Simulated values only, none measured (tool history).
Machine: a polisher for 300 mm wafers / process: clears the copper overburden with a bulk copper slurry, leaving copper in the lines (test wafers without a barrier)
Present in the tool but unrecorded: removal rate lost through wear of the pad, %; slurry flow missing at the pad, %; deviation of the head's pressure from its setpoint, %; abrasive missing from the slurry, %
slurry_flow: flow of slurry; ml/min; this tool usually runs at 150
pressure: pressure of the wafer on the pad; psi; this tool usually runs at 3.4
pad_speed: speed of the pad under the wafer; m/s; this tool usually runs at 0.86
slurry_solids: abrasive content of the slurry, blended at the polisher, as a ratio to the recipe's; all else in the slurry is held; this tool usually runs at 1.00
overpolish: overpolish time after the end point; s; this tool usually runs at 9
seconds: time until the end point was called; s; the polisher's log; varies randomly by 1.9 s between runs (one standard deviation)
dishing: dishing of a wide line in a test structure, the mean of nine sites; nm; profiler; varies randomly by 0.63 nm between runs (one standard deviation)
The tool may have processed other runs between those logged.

| run | hour | slurry_flow | pressure | pad_speed | slurry_solids | overpolish | wafers since the last listed run | wafers polished on this pad | hours since the slurry nozzle was cleaned | hours since the head pressure was calibrated | hours since the slurry blender was calibrated | incoming thickness of the incoming film, nm | seconds | dishing |
|---|---|---|---|---|---|---|---|---|---|---|---|---|---|---|
| 1 | 0.0 | 175 | 3.4 | 0.86 | 0.90 | 9 | 0 | 870 | 619.5 | 1162.5 | 137.6 | 1009.1 | 103.0 | 47.0 |
|  | 15.9 | worn pad replaced by a new one |
|  | 18.0 | slurry blender recalibrated |
| 2 | 18.5 | 175 | 3.4 | 0.86 | 0.90 | 9 | 128 | 5 | 638.0 | 1181.0 | 0.5 | 999.9 | 99.6 | 49.3 |
| 3 | 26.5 | 175 | 3.4 | 0.86 | 0.90 | 9 | 82 | 88 | 646.0 | 1189.0 | 8.5 | 1023.3 | 96.5 | 48.3 |
| 4 | 72.5 | 125 | 3.4 | 0.86 | 1.00 | 9 | 474 | 562 | 692.0 | 1235.0 | 54.5 | 1025.4 | 103.8 | 48.0 |
| 5 | 85.0 | 150 | 3.4 | 0.86 | 1.00 | 9 | 128 | 691 | 704.5 | 1247.5 | 67.0 | 988.5 | 102.6 | 48.6 |
| 6 | 93.0 | 150 | 3.4 | 0.86 | 1.00 | 9 | 82 | 773 | 712.5 | 1255.5 | 75.0 | 1014.8 | 100.6 | 49.5 |
| 7 | 100.5 | 150 | 3.4 | 0.86 | 1.00 | 9 | 77 | 851 | 720.0 | 1263.0 | 82.5 | 1001.8 | 97.8 | 47.9 |
|  | 102.7 | slurry nozzle cleaned |
| 8 | 111.7 | 150 | 3.4 | 0.86 | 1.00 | 9 | 105 | 956 | 9.0 | 1274.2 | 93.7 | 1021.9 | 101.8 | 48.1 |
|  | 119.3 | worn pad replaced by a new one |
| 9 | 123.4 | 150 | 3.4 | 0.86 | 1.00 | 9 | 79 | 42 | 20.7 | 1285.9 | 105.4 | 1021.8 | 107.8 | 46.7 |
| 10 | 130.9 | 150 | 3.4 | 0.86 | 0.85 | 9 | 77 | 120 | 28.2 | 1293.4 | 112.9 | 998.9 | 107.9 | 46.8 |
| 11 | 141.4 | 150 | 3.4 | 0.86 | 1.00 | 9 | 108 | 228 | 38.7 | 1303.9 | 123.4 | 1024.0 | 105.9 | 47.1 |
| 12 | 148.5 | 150 | 3.4 | 0.86 | 1.00 | 9 | 73 | 301 | 45.8 | 1311.0 | 130.5 | 997.4 | 102.1 | 47.8 |
|  | 150.8 | slurry blender recalibrated |
| 13 | 161.5 | 150 | 2.7 | 0.86 | 1.00 | 7 | 113 | 414 | 58.8 | 1324.0 | 10.7 | 1001.1 | 125.5 | 36.0 |
| 14 | 168.4 | 150 | 2.8 | 0.86 | 1.00 | 12 | 71 | 486 | 65.7 | 1330.9 | 17.6 | 1020.5 | 117.5 | 53.0 |
| 15 | 177.9 | 150 | 3.4 | 0.86 | 1.00 | 4 | 97 | 584 | 75.2 | 1340.4 | 27.1 | 1007.6 | 99.9 | 26.6 |
| 16 | 187.9 | 105 | 2.9 | 1.08 | 0.70 | 9 | 103 | 687 | 85.2 | 1350.4 | 37.1 | 991.3 | 114.8 | 44.0 |
| 17 | 194.8 | 125 | 3.4 | 0.86 | 1.00 | 13 | 71 | 758 | 92.1 | 1357.3 | 44.0 | 1001.9 | 104.8 | 59.9 |
| 18 | 205.8 | 150 | 3.4 | 0.86 | 1.00 | 9 | 113 | 871 | 103.1 | 1368.3 | 55.0 | 1005.8 | 102.3 | 49.8 |
|  | 251.7 | worn pad replaced by a new one |
| 19 | 259.6 | 150 | 2.5 | 0.86 | 0.80 | 14 | 513 | 81 | 156.9 | 1422.1 | 108.8 | 1000.5 | 143.1 | 50.5 |
|  | 267.0 | head pressure recalibrated |
| 20 | 270.7 | 105 | 2.9 | 1.08 | 0.70 | 9 | 93 | 174 | 168.0 | 3.7 | 119.9 | 1025.9 | 123.5 | 42.4 |
| 21 | 281.5 | 150 | 4.1 | 0.86 | 1.00 | 9 | 111 | 286 | 178.8 | 14.5 | 130.7 | 1000.6 | 92.9 | 52.3 |
|  | 299.6 | slurry blender recalibrated |
| 22 | 300.1 | 150 | 2.2 | 0.76 | 1.00 | 4 | 171 | 457 | 197.4 | 33.1 | 0.5 | 1014.8 | 146.7 | 18.9 |
| 23 | 305.4 | 150 | 4.3 | 0.86 | 1.00 | 9 | 54 | 512 | 202.7 | 38.4 | 5.8 | 996.0 | 76.0 | 56.5 |
| 24 | 316.1 | 150 | 3.4 | 0.86 | 1.00 | 9 | 110 | 622 | 213.4 | 49.1 | 16.5 | 1000.9 | 97.9 | 50.6 |
| 25 | 331.9 | 150 | 3.4 | 0.86 | 1.00 | 9 | 162 | 785 | 229.2 | 64.9 | 32.3 | 1002.5 | 98.6 | 48.9 |
| 26 | 343.5 | 150 | 3.4 | 0.86 | 1.00 | 9 | 119 | 904 | 240.8 | 76.5 | 43.9 | 1022.1 | 104.4 | 49.8 |
| 27 | 361.0 | 130 | 2.6 | 0.96 | 1.20 | 9 | 180 | 1085 | 258.3 | 94.0 | 61.4 | 1010.7 | 111.5 | 42.9 |

What was the tool's hidden state at every run in the log?
removal rate lost through wear of the pad, %: 0 in every run
slurry flow missing at the pad, %: 0 in every run
deviation of the head's pressure from its setpoint, %: 0 in every run
H1: abrasive missing from the slurry, %
| run | H1 |
|---|---|
| 1 | 32.5 |
| 2 | 2.63 |
| 3 | 4.51 |
| 4 | 15.3 |
| 5 | 18.3 |
| 6 | 20.2 |
| 7 | 21.9 |
| 8 | 24.6 |
| 9 | 27.3 |
| 10 | 29.1 |
| 11 | 31.6 |
| 12 | 33.3 |
| 13 | 12.1 |
| 14 | 13.7 |
| 15 | 15.9 |
| 16 | 18.3 |
| 17 | 19.9 |
| 18 | 22.5 |
| 19 | 35.2 |
| 20 | 37.8 |
| 21 | 40.3 |
| 22 | 1.06 |
| 23 | 2.31 |
| 24 | 4.83 |
| 25 | 8.55 |
| 26 | 11.3 |
| 27 | 15.4 |
